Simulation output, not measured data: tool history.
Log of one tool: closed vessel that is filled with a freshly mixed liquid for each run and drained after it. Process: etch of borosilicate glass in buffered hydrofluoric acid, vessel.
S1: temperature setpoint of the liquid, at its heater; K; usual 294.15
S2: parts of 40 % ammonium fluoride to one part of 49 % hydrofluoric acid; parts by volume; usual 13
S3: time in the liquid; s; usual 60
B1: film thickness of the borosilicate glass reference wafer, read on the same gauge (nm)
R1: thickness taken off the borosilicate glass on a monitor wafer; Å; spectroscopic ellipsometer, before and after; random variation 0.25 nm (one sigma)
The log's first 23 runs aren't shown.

| run | hour | S1 | S2 | S3 | B1 | R1 |
|---|---|---|---|---|---|---|
| 24 | 1126.7 | 297.65 | 14.5 | 30 | 99.98 | 311.2 |
| 25 | 1201.4 | 292.65 | 15 | 30 | 99.98 | 231 |
| 26 | 1248.5 | 297.15 | 9 | 90 | 99.98 | 1404.8 |
| 27 | 1285.8 | 294.15 | 10 | 80 | 100.01 | 987.1 |
| 28 | 1335 | 294.15 | 13 | 40 | 100.01 | 383 |
| 29 | 1367.3 | 298.15 | 13 | 35 | 99.97 | 412.9 |
| 30 | 1419.7 | 290.65 | 16.5 | 60 | 99.95 | 372.2 |
| 31 | 1455.4 | 290.15 | 11.5 | 35 | 100.03 | 299.9 |
| 32 | 1496.2 | 294.15 | 13 | 55 | 99.98 | 522.5 |

4 ways to go on from here, each from the tool as it stands after run 32. What would each give?
| A | 1496.9 | 292.65 | 13 | 60 | ? | ? |
| B | 1496.9 | 290.15 | 13 | 40 | ? | ? |
| C | 1496.9 | 290.15 | 13 | 50 | ? | ? |
| D | 1496.9 | 294.15 | 10 | 60 | ? | ? |

| run | B1 | R1 |
|---|---|---|
| A | 100 | 525 |
| B | 100 | 304.7 |
| C | 100 | 380.9 |
| D | 100 | 738.8 |
Without the tool's hidden state the same runs would have given:
| run | R1 |
|---|---|
| A | 536.9 |
| B | 311.6 |
| C | 389.5 |
| D | 755.5 |
